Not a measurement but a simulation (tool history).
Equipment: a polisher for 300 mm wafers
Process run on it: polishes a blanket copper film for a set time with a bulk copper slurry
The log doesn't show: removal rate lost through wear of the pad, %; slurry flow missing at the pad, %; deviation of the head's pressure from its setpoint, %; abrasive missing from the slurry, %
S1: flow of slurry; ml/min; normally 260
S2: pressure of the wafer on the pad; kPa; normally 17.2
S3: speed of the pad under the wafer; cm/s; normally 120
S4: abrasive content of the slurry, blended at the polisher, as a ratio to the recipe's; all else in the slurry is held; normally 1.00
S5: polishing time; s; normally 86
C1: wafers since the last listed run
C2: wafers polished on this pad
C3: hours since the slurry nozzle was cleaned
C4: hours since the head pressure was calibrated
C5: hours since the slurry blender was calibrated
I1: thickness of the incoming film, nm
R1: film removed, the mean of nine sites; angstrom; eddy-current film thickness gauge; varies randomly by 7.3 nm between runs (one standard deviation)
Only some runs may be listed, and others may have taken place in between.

run 1 day=0.000 | S1=260 S2=17.2 S3=120 S4=1.00 S5=86 | C1=0 C2=141 C3=110.5 C4=904.6 C5=64.7 | I1=4646.9 | R1=7073
run 2 day=0.258 | S1=260 S2=17.2 S3=120 S4=1.00 S5=86 | C1=51 C2=193 C3=116.7 C4=910.8 C5=70.9 | I1=4643.7 | R1=6920
run 3 day=0.617 | S1=260 S2=17.2 S3=120 S4=1.00 S5=86 | C1=71 C2=264 C3=125.3 C4=919.4 C5=79.5 | I1=4536.9 | R1=6912
run 4 day=1.075 | S1=260 S2=17.2 S3=120 S4=1.00 S5=86 | C1=91 C2=356 C3=136.3 C4=930.4 C5=90.5 | I1=4691.7 | R1=6930
run 5 day=1.729 | S1=260 S2=17.2 S3=120 S4=1.00 S5=109 | C1=130 C2=487 C3=152.0 C4=946.1 C5=106.2 | I1=4696.4 | R1=8778
run 6 day=2.242 | S1=260 S2=17.2 S3=120 S4=1.00 S5=109 | C1=102 C2=589 C3=164.3 C4=958.4 C5=118.5 | I1=4598.7 | R1=8426
run 7 day=2.950 | S1=260 S2=17.2 S3=120 S4=1.00 S5=109 | C1=141 C2=730 C3=181.3 C4=975.4 C5=135.5 | I1=4555.1 | R1=8649
run 8 day=3.542 | S1=260 S2=17.2 S3=152 S4=1.00 S5=86 | C1=118 C2=849 C3=195.5 C4=989.6 C5=149.7 | I1=4615.8 | R1=8294
run 9 day=4.046 | S1=260 S2=17.2 S3=152 S4=1.00 S5=86 | C1=100 C2=949 C3=207.6 C4=1001.7 C5=161.8 | I1=4610.5 | R1=8202
run 10 day=4.575 | S1=260 S2=17.2 S3=152 S4=1.00 S5=86 | C1=105 C2=1055 C3=220.3 C4=1014.4 C5=174.5 | I1=4652.0 | R1=8269
run 11 day=4.954 | S1=260 S2=17.2 S3=120 S4=1.00 S5=86 | C1=75 C2=1131 C3=229.4 C4=1023.5 C5=183.6 | I1=4612.2 | R1=6641
run 12 day=5.212 | S1=260 S2=17.2 S3=120 S4=0.75 S5=86 | C1=51 C2=1182 C3=235.6 C4=1029.7 C5=189.8 | I1=4535.8 | R1=6247
run 13 day=5.912 | S1=335 S2=17.2 S3=120 S4=1.10 S5=86 | C1=139 C2=1322 C3=252.4 C4=1046.5 C5=206.6 | I1=4698.4 | R1=6959
run 14 day=6.317 | S1=225 S2=20.0 S3=102 S4=1.10 S5=86 | C1=80 C2=1403 C3=262.1 C4=1056.2 C5=216.3 | I1=4671.1 | R1=6754
-- day=6.446 head pressure recalibrated
-- day=6.879 worn pad replaced by a new one
run 15 day=6.992 | S1=260 S2=17.2 S3=120 S4=1.00 S5=86 | C1=84 C2=22 C3=278.3 C4=13.1 C5=232.5 | I1=4688.3 | R1=6620
run 16 day=7.733 | S1=260 S2=17.2 S3=120 S4=1.00 S5=86 | C1=148 C2=171 C3=296.1 C4=30.9 C5=250.3 | I1=4596.4 | R1=6443
-- day=7.938 slurry blender recalibrated
run 17 day=8.392 | S1=260 S2=17.2 S3=80 S4=1.00 S5=105 | C1=114 C2=285 C3=311.9 C4=46.7 C5=10.9 | I1=4608.3 | R1=6269
run 18 day=9.000 | S1=260 S2=17.2 S3=144 S4=0.75 S5=86 | C1=121 C2=407 C3=326.5 C4=61.3 C5=25.5 | I1=4643.5 | R1=7442
run 19 day=9.458 | S1=260 S2=17.2 S3=120 S4=1.00 S5=97 | C1=91 C2=498 C3=337.5 C4=72.3 C5=36.5 | I1=4523.1 | R1=7717
run 20 day=9.858 | S1=325 S2=17.2 S3=80 S4=1.00 S5=69 | C1=79 C2=578 C3=347.1 C4=81.9 C5=46.1 | I1=4646.2 | R1=4083
-- day=10.379 slurry nozzle cleaned
run 21 day=10.479 | S1=260 S2=22.8 S3=120 S4=1.00 S5=86 | C1=115 C2=694 C3=2.4 C4=96.8 C5=61.0 | I1=4521.0 | R1=8939
run 22 day=10.854 | S1=260 S2=17.2 S3=120 S4=1.00 S5=86 | C1=74 C2=769 C3=11.4 C4=105.8 C5=70.0 | I1=4607.7 | R1=6869
run 23 day=11.475 | S1=225 S2=13.8 S3=120 S4=1.00 S5=67 | C1=123 C2=893 C3=26.3 C4=120.7 C5=84.9 | I1=4646.2 | R1=4227
run 24 day=12.162 | S1=260 S2=17.2 S3=120 S4=1.00 S5=86 | C1=137 C2=1030 C3=42.8 C4=137.2 C5=101.4 | I1=4687.7 | R1=6795
run 25 day=12.779 | S1=260 S2=13.8 S3=120 S4=1.00 S5=64 | C1=123 C2=1153 C3=57.6 C4=152.0 C5=116.2 | I1=4653.5 | R1=3965
run 26 day=13.525 | S1=260 S2=17.2 S3=120 S4=1.00 S5=61 | C1=148 C2=1302 C3=75.5 C4=169.9 C5=134.1 | I1=4590.7 | R1=4885
run 27 day=13.925 | S1=230 S2=15.2 S3=98 S4=1.25 S5=86 | C1=79 C2=1382 C3=85.1 C4=179.5 C5=143.7 | I1=4584.1 | R1=5317
run 28 day=14.275 | S1=260 S2=15.2 S3=104 S4=1.00 S5=110 | C1=69 C2=1452 C3=93.5 C4=187.9 C5=152.1 | I1=4619.9 | R1=6618
-- day=14.888 worn pad replaced by a new one
run 29 day=14.908 | S1=260 S2=17.2 S3=120 S4=1.00 S5=86 | C1=93 C2=4 C3=108.7 C4=203.1 C5=167.3 | I1=4583.5 | R1=6758

What if the next run were any one of these 5? Each begins from the tool's condition after run 29:
run A day=14.929 | S1=260 S2=17.2 S3=94 S4=1.00 S5=86 | C1=4 C2=8 C3=109.2 C4=203.6 C5=167.8 | I1=4595.3 | R1=?
run B day=14.929 | S1=285 S2=21.4 S3=120 S4=1.20 S5=71 | C1=4 C2=8 C3=109.2 C4=203.6 C5=167.8 | I1=4595.3 | R1=?
run C day=14.929 | S1=260 S2=17.2 S3=136 S4=1.00 S5=77 | C1=4 C2=8 C3=109.2 C4=203.6 C5=167.8 | I1=4595.3 | R1=?
run D day=14.929 | S1=350 S2=22.1 S3=120 S4=1.20 S5=104 | C1=4 C2=8 C3=109.2 C4=203.6 C5=167.8 | I1=4595.3 | R1=?
run E day=14.929 | S1=175 S2=19.3 S3=98 S4=0.80 S5=86 | C1=4 C2=8 C3=109.2 C4=203.6 C5=167.8 | I1=4595.3 | R1=?

run=A R1=5527
run=B R1=7332
run=C R1=6719
run=D R1=11277
run=E R1=5732
Had the tool no hidden state, the same runs would have come out as:
run=A R1=5763
run=B R1=7654
run=C R1=7006
run=D R1=11772
run=E R1=5967
